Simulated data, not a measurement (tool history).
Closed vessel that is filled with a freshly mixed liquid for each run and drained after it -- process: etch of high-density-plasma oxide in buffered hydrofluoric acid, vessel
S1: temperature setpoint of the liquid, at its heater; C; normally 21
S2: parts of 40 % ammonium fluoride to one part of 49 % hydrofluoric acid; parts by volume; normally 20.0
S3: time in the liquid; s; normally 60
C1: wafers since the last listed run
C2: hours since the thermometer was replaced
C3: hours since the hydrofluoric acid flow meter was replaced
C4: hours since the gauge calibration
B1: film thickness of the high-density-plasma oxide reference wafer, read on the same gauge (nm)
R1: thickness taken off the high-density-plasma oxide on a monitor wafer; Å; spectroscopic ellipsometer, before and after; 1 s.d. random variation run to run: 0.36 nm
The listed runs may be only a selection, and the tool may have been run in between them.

run,hour,S1,S2,S3,C1,C2,C3,C4,B1,R1
1,0.0,21,25.5,40,0,934.0,1103.6,141.4,70.01,271.9
2,12.9,21,25.5,40,859,946.9,1116.5,154.3,69.99,272.6
3,24.0,23,20.0,60,739,958.0,1127.6,165.4,69.99,537.7
4,32.5,23,20.0,60,566,966.5,1136.1,173.9,70.01,535.7
5,44.1,21,24.5,60,773,978.1,1147.7,185.5,70.00,421.8
6,54.0,21,24.5,60,659,988.0,1157.6,195.4,70.01,424.5
7,68.6,21,24.5,60,973,1002.6,1172.2,210.0,69.97,416.3
8,81.0,22,20.0,60,826,1015.0,1184.6,222.4,70.01,501.6
9,98.4,22,20.0,60,1159,1032.4,1202.0,239.8,70.02,512.0
# hour 131.9: thermometer replaced
# hour 137.4: hydrofluoric acid flow meter replaced
# hour 137.4: gauge calibrated
10,137.9,21,20.0,60,2499,6.0,0.5,0.5,70.01,433.3
11,151.3,21,20.0,50,893,19.4,13.9,13.9,70.01,360.6
12,164.6,21,20.0,50,886,32.7,27.2,27.2,69.99,356.5

Run 13 comes next. What will it give?
13,173.2,17,27.5,30,573,41.3,35.8,35.8,?,?

For run 13 the tool returned B1 70.01, R1 137.5 Å.
On a tool with no hidden condition, and with the same random variation, this run would have come out at R1 136.4 Å.
